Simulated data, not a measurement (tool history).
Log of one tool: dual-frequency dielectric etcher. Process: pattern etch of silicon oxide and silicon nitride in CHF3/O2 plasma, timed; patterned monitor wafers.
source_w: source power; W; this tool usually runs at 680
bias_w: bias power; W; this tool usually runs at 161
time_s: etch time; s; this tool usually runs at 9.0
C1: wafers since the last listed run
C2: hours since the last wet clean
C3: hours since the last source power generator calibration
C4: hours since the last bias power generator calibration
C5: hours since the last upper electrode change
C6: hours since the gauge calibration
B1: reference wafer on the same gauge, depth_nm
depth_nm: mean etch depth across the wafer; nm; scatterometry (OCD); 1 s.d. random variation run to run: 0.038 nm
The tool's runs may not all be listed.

{"run": 1, "hour": 0.0, "source_w": 550, "bias_w": 161, "time_s": 9.0, "C1": 0, "C2": 2.3, "C3": 2014.8, "C4": 3990.2, "C5": 6.9, "C6": 422.9, "B1": 12.2, "depth_nm": 12.24}
{"run": 2, "hour": 13.3, "source_w": 550, "bias_w": 161, "time_s": 9.0, "C1": 247, "C2": 15.6, "C3": 2028.1, "C4": 4003.5, "C5": 20.2, "C6": 436.2, "B1": 12.19, "depth_nm": 12.14}
{"run": 3, "hour": 44.3, "source_w": 550, "bias_w": 161, "time_s": 9.0, "C1": 576, "C2": 46.6, "C3": 2059.1, "C4": 4034.5, "C5": 51.2, "C6": 467.2, "B1": 12.2, "depth_nm": 12.19}
{"run": 4, "hour": 75.0, "source_w": 680, "bias_w": 161, "time_s": 9.0, "C1": 571, "C2": 77.3, "C3": 2089.8, "C4": 4065.2, "C5": 81.9, "C6": 497.9, "B1": 12.2, "depth_nm": 12.96}
{"run": 5, "hour": 110.3, "source_w": 680, "bias_w": 161, "time_s": 9.0, "C1": 656, "C2": 112.6, "C3": 2125.1, "C4": 4100.5, "C5": 117.2, "C6": 533.2, "B1": 12.2, "depth_nm": 12.88}
{"hour": 129.4, "done": "bias power generator calibrated"}
{"run": 6, "hour": 133.7, "source_w": 680, "bias_w": 161, "time_s": 9.0, "C1": 360, "C2": 136.0, "C3": 2148.5, "C4": 4.3, "C5": 140.6, "C6": 556.6, "B1": 12.2, "depth_nm": 12.94}
{"run": 7, "hour": 146.0, "source_w": 570, "bias_w": 161, "time_s": 9.0, "C1": 228, "C2": 148.3, "C3": 2160.8, "C4": 16.6, "C5": 152.9, "C6": 568.9, "B1": 12.2, "depth_nm": 12.4}
{"run": 8, "hour": 162.3, "source_w": 680, "bias_w": 176, "time_s": 6.5, "C1": 303, "C2": 164.6, "C3": 2177.1, "C4": 32.9, "C5": 169.2, "C6": 585.2, "B1": 12.21, "depth_nm": 9.57}
{"run": 9, "hour": 192.4, "source_w": 680, "bias_w": 161, "time_s": 9.0, "C1": 559, "C2": 194.7, "C3": 2207.2, "C4": 63.0, "C5": 199.3, "C6": 615.3, "B1": 12.2, "depth_nm": 12.88}
{"run": 10, "hour": 204.6, "source_w": 850, "bias_w": 161, "time_s": 9.0, "C1": 226, "C2": 206.9, "C3": 2219.4, "C4": 75.2, "C5": 211.5, "C6": 627.5, "B1": 12.2, "depth_nm": 13.72}
{"run": 11, "hour": 225.2, "source_w": 790, "bias_w": 137, "time_s": 10.5, "C1": 383, "C2": 227.5, "C3": 2240.0, "C4": 95.8, "C5": 232.1, "C6": 648.1, "B1": 12.2, "depth_nm": 15.01}
{"run": 12, "hour": 242.4, "source_w": 680, "bias_w": 161, "time_s": 9.0, "C1": 319, "C2": 244.7, "C3": 2257.2, "C4": 113.0, "C5": 249.3, "C6": 665.3, "B1": 12.19, "depth_nm": 13.02}
{"run": 13, "hour": 276.7, "source_w": 680, "bias_w": 147, "time_s": 9.0, "C1": 638, "C2": 279.0, "C3": 2291.5, "C4": 147.3, "C5": 283.6, "C6": 699.6, "B1": 12.2, "depth_nm": 12.64}
{"hour": 297.2, "done": "source power generator calibrated"}
{"hour": 303.4, "done": "wet clean of the chamber, repeated, since the last time left the tool worse"}
{"run": 14, "hour": 303.9, "source_w": 550, "bias_w": 131, "time_s": 6.5, "C1": 316, "C2": 0.5, "C3": 6.7, "C4": 174.5, "C5": 310.8, "C6": 726.8, "B1": 12.2, "depth_nm": 8.43}
{"run": 15, "hour": 317.4, "source_w": 680, "bias_w": 184, "time_s": 11.0, "C1": 251, "C2": 14.0, "C3": 20.2, "C4": 188.0, "C5": 324.3, "C6": 740.3, "B1": 12.2, "depth_nm": 16.76}
{"run": 16, "hour": 340.6, "source_w": 820, "bias_w": 125, "time_s": 10.0, "C1": 431, "C2": 37.2, "C3": 43.4, "C4": 211.2, "C5": 347.5, "C6": 763.5, "B1": 12.2, "depth_nm": 14.3}
{"run": 17, "hour": 353.7, "source_w": 680, "bias_w": 141, "time_s": 9.0, "C1": 243, "C2": 50.3, "C3": 56.5, "C4": 224.3, "C5": 360.6, "C6": 776.6, "B1": 12.19, "depth_nm": 12.67}
{"run": 18, "hour": 375.1, "source_w": 740, "bias_w": 161, "time_s": 8.0, "C1": 398, "C2": 71.7, "C3": 77.9, "C4": 245.7, "C5": 382.0, "C6": 798.0, "B1": 12.2, "depth_nm": 12.02}
{"hour": 384.9, "done": "gauge calibrated"}
{"run": 19, "hour": 402.4, "source_w": 590, "bias_w": 187, "time_s": 7.0, "C1": 507, "C2": 99.0, "C3": 105.2, "C4": 273.0, "C5": 409.3, "C6": 17.5, "B1": 12.2, "depth_nm": 10.39}
{"run": 20, "hour": 431.4, "source_w": 680, "bias_w": 124, "time_s": 9.0, "C1": 539, "C2": 128.0, "C3": 134.2, "C4": 302.0, "C5": 438.3, "C6": 46.5, "B1": 12.2, "depth_nm": 12.26}
{"run": 21, "hour": 457.6, "source_w": 680, "bias_w": 126, "time_s": 9.0, "C1": 487, "C2": 154.2, "C3": 160.4, "C4": 328.2, "C5": 464.5, "C6": 72.7, "B1": 12.19, "depth_nm": 12.29}
{"run": 22, "hour": 514.4, "source_w": 530, "bias_w": 145, "time_s": 7.5, "C1": 1056, "C2": 211.0, "C3": 217.2, "C4": 385.0, "C5": 521.3, "C6": 129.5, "B1": 12.2, "depth_nm": 10.06}
{"run": 23, "hour": 542.9, "source_w": 590, "bias_w": 161, "time_s": 10.5, "C1": 530, "C2": 239.5, "C3": 245.7, "C4": 413.5, "C5": 549.8, "C6": 158.0, "B1": 12.2, "depth_nm": 14.98}
{"run": 24, "hour": 556.9, "source_w": 680, "bias_w": 161, "time_s": 9.0, "C1": 260, "C2": 253.5, "C3": 259.7, "C4": 427.5, "C5": 563.8, "C6": 172.0, "B1": 12.2, "depth_nm": 13.3}
{"run": 25, "hour": 577.7, "source_w": 680, "bias_w": 161, "time_s": 9.0, "C1": 386, "C2": 274.3, "C3": 280.5, "C4": 448.3, "C5": 584.6, "C6": 192.8, "B1": 12.2, "depth_nm": 13.33}
{"hour": 621.6, "done": "wet clean of the chamber"}
{"run": 26, "hour": 622.1, "source_w": 680, "bias_w": 161, "time_s": 9.0, "C1": 379, "C2": 0.5, "C3": 324.9, "C4": 492.7, "C5": 629.0, "C6": 237.2, "B1": 12.2, "depth_nm": 13.16}
{"run": 27, "hour": 679.7, "source_w": 680, "bias_w": 161, "time_s": 9.0, "C1": 1071, "C2": 58.1, "C3": 382.5, "C4": 550.3, "C5": 686.6, "C6": 294.8, "B1": 12.21, "depth_nm": 13.13}
{"run": 28, "hour": 736.0, "source_w": 560, "bias_w": 161, "time_s": 9.0, "C1": 1047, "C2": 114.4, "C3": 438.8, "C4": 606.6, "C5": 742.9, "C6": 351.1, "B1": 12.2, "depth_nm": 12.62}
{"run": 29, "hour": 759.2, "source_w": 680, "bias_w": 131, "time_s": 9.0, "C1": 431, "C2": 137.6, "C3": 462.0, "C4": 629.8, "C5": 766.1, "C6": 374.3, "B1": 12.2, "depth_nm": 12.44}
{"run": 30, "hour": 781.5, "source_w": 780, "bias_w": 182, "time_s": 10.0, "C1": 414, "C2": 159.9, "C3": 484.3, "C4": 652.1, "C5": 788.4, "C6": 396.6, "B1": 12.2, "depth_nm": 15.82}

Table of differences, measured result less the result of that run with no hidden state. Run-to-run variation is the same in both. Gauge scatter possibly is not:
Unlogged tool condition in this case: etch rate over this chamber's usual, %; source power that arrives over what is set, %; bias power that arrives over what is set, %; gauge reads high (%).
run=1 depth_nm=-0.28
run=2 depth_nm=-0.27
run=3 depth_nm=-0.27
run=4 depth_nm=-0.26
run=5 depth_nm=-0.24
run=6 depth_nm=-0.23
run=7 depth_nm=-0.22
run=8 depth_nm=-0.17
run=9 depth_nm=-0.20
run=10 depth_nm=-0.21
run=11 depth_nm=-0.22
run=12 depth_nm=-0.18
run=13 depth_nm=-0.17
run=14 depth_nm=+0.01
run=15 depth_nm=+0.01
run=16 depth_nm=+0.02
run=17 depth_nm=+0.03
run=18 depth_nm=+0.03
run=19 depth_nm=+0.04
run=20 depth_nm=+0.06
run=21 depth_nm=+0.07
run=22 depth_nm=+0.07
run=23 depth_nm=+0.13
run=24 depth_nm=+0.12
run=25 depth_nm=+0.13
run=26 depth_nm=+0.01
run=27 depth_nm=+0.04
run=28 depth_nm=+0.06
run=29 depth_nm=+0.07
run=30 depth_nm=+0.10

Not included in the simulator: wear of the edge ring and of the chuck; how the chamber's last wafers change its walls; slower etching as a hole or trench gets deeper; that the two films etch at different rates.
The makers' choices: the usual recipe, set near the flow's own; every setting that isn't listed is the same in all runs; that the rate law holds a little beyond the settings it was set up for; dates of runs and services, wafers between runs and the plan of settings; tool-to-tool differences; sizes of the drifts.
